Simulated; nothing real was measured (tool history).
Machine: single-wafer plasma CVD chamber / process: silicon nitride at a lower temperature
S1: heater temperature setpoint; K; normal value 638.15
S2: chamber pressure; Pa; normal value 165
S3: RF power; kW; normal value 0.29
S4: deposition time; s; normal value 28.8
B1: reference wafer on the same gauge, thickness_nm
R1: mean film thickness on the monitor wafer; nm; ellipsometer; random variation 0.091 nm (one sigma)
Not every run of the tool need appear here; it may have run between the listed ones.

Run 1, hour 0: usual settings but S4 27.3 s; B1 27.307. Result: R1 28.7 nm.
Run 2, hour 17.2: usual settings but S4 27.3 s; B1 27.297. Result: R1 28.562 nm.
Run 3, hour 33.1: usual settings but S4 27.3 s; B1 27.285. Result: R1 28.471 nm.
Run 4, hour 49.9: usual settings; B1 27.279. Result: R1 30.008 nm.
Run 5, hour 57.8: usual settings; B1 27.342. Result: R1 30.08 nm.
Run 6, hour 68: usual settings; B1 27.316. Result: R1 30.138 nm.
Run 7, hour 75.5: usual settings but S2 151 Pa; B1 27.288. Result: R1 29.207 nm.
Run 8, hour 82.3: usual settings but S2 151 Pa; B1 27.309. Result: R1 29.191 nm.
At hour 123.4: thermocouple changed; heater temperature recalibrated.
Run 9, hour 124.7: usual settings but S2 151 Pa; B1 27.317. Result: R1 29.189 nm.
Run 10, hour 135.6: usual settings; B1 27.297. Result: R1 30.107 nm.
At hour 145.7: capacitance manometer re-zeroed and calibrated.
Run 11, hour 148.7: usual settings; B1 27.31. Result: R1 29.829 nm.
Run 12, hour 163.5: usual settings; B1 27.294. Result: R1 30.073 nm.
Run 13, hour 177.5: usual settings but S4 24.6 s; B1 27.283. Result: R1 25.66 nm.
At hour 199.6: showerhead replaced.
At hour 203.2: RF generator calibrated.
Run 14, hour 203.7: usual settings but S2 193 Pa, S3 0.27 kW, S4 31.4 s; B1 27.288. Result: R1 34.632 nm.
Run 15, hour 208.1: usual settings but S4 23.8 s; B1 27.269. Result: R1 26.2 nm.
Run 16, hour 221.7: usual settings; B1 27.284. Result: R1 31.46 nm.
Run 17, hour 228.2: usual settings but S1 648.15 K; B1 27.312. Result: R1 31.316 nm.
Run 18, hour 238.4: usual settings; B1 27.319. Result: R1 31.477 nm.
At hour 245.4: gauge calibrated.
Run 19, hour 253.8: usual settings; B1 27.299. Result: R1 31.585 nm.
Run 20, hour 261.3: usual settings but S2 189 Pa; B1 27.304. Result: R1 32.766 nm.
Run 21, hour 275.3: usual settings but S1 632.15 K, S2 207 Pa, S3 0.34 kW, S4 26.4 s; B1 27.3. Result: R1 34.084 nm.
Run 22, hour 284.6: usual settings but S1 649.15 K, S2 139 Pa, S4 31.9 s; B1 27.293. Result: R1 32.54 nm.
Run 23, hour 306.1: usual settings but S2 127 Pa, S4 31.3 s; B1 27.298. Result: R1 31.068 nm.
Run 24, hour 317.4: usual settings but S4 34 s; B1 27.312. Result: R1 36.94 nm.
Run 25, hour 323.5: usual settings but S4 26.4 s; B1 27.283. Result: R1 28.604 nm.
Run 26, hour 339.7: usual settings but S1 626.15 K, S2 196 Pa, S4 25.8 s; B1 27.282. Result: R1 29.538 nm.
Run 27, hour 355.6: usual settings; B1 27.315. Result: R1 31.058 nm.
Run 28, hour 372.4: usual settings; B1 27.308. Result: R1 31.105 nm.
Run 29, hour 378.8: usual settings; B1 27.285. Result: R1 31.113 nm.

What if the next run were any one of these 4? Each begins from the tool's condition after run 29:
Run A, hour 379.2: usual settings; B1 ?. Result: R1 ?.
Run B, hour 379.2: usual settings but S1 624.15 K, S4 25.8 s; B1 ?. Result: R1 ?.
Run C, hour 379.2: usual settings but S1 647.15 K, S2 188 Pa, S3 0.25 kW; B1 ?. Result: R1 ?.
Run D, hour 379.2: usual settings but S2 147 Pa; B1 ?. Result: R1 ?.

run      B1      R1
  A  27.301  31.123
  B  27.301  28.022
  C  27.301  29.332
  D  27.301  29.925
The same runs, with their run-to-run variation unchanged, on a tool lacking any hidden condition would have given:
run      R1
  A  31.844
  B  28.671
  C  30.037
  D  30.619
